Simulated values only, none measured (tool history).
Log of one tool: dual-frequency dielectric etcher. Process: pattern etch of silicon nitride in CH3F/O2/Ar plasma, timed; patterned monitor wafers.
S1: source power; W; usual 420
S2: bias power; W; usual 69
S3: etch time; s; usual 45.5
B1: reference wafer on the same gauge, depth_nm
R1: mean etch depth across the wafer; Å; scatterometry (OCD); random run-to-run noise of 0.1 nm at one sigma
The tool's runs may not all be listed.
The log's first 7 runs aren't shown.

run	day	S1	S2	S3	B1	R1
8	6.125	420	69	54.5	30.66	422.6
# day 6.375: gauge calibrated
9	8.867	420	69	45.5	30.7	354.2
# day 9.308: source power generator calibrated
# day 10.096: wet clean of the chamber
10	10.117	420	69	45.5	30.72	346.3
11	11.471	420	69	51	30.69	388.5
12	12.475	390	58	53	30.68	354.7
13	13.342	420	75	45.5	30.72	364
# day 14.938: upper electrode replaced
14	14.958	420	69	45.5	30.68	346.8
15	15.604	420	81	33.5	30.69	280.7
16	18.075	420	69	45.5	30.7	349.9
17	19.521	420	69	45.5	30.68	347.1
# day 21.138: bias power generator calibrated
18	21.158	420	69	45.5	30.69	345.7
19	22.392	460	69	35.5	30.69	279.1
20	23.779	420	69	36	30.72	273.5
21	24.725	380	76	39	30.69	297.8
22	25.925	510	69	33.5	30.63	275.2
23	27.171	420	69	45.5	30.75	346.8
24	27.996	420	53	38	30.71	249.3
25	28.667	460	85	58	30.69	511.4
26	30.154	330	58	45.5	30.7	283.9
27	30.675	420	63	36.5	30.69	264.6
28	32.021	490	74	58.5	30.68	495.1
29	33.058	340	69	45.5	30.7	317.2
30	33.738	420	69	45.5	30.74	347.7
31	34.921	510	59	50.5	30.69	386.7

3 ways to go on from here, each from the tool as it stands after run 31. What would each give?
A	34.938	420	69	45.5	?	?
B	34.938	420	69	37.5	?	?
C	34.938	420	63	50.5	?	?

run	B1	R1
A	30.72	350.1
B	30.72	288.5
C	30.72	369.5
Stripped of hidden state, with their random variation kept, the same runs would have yielded:
run	R1
A	341.7
B	281.7
C	360.9

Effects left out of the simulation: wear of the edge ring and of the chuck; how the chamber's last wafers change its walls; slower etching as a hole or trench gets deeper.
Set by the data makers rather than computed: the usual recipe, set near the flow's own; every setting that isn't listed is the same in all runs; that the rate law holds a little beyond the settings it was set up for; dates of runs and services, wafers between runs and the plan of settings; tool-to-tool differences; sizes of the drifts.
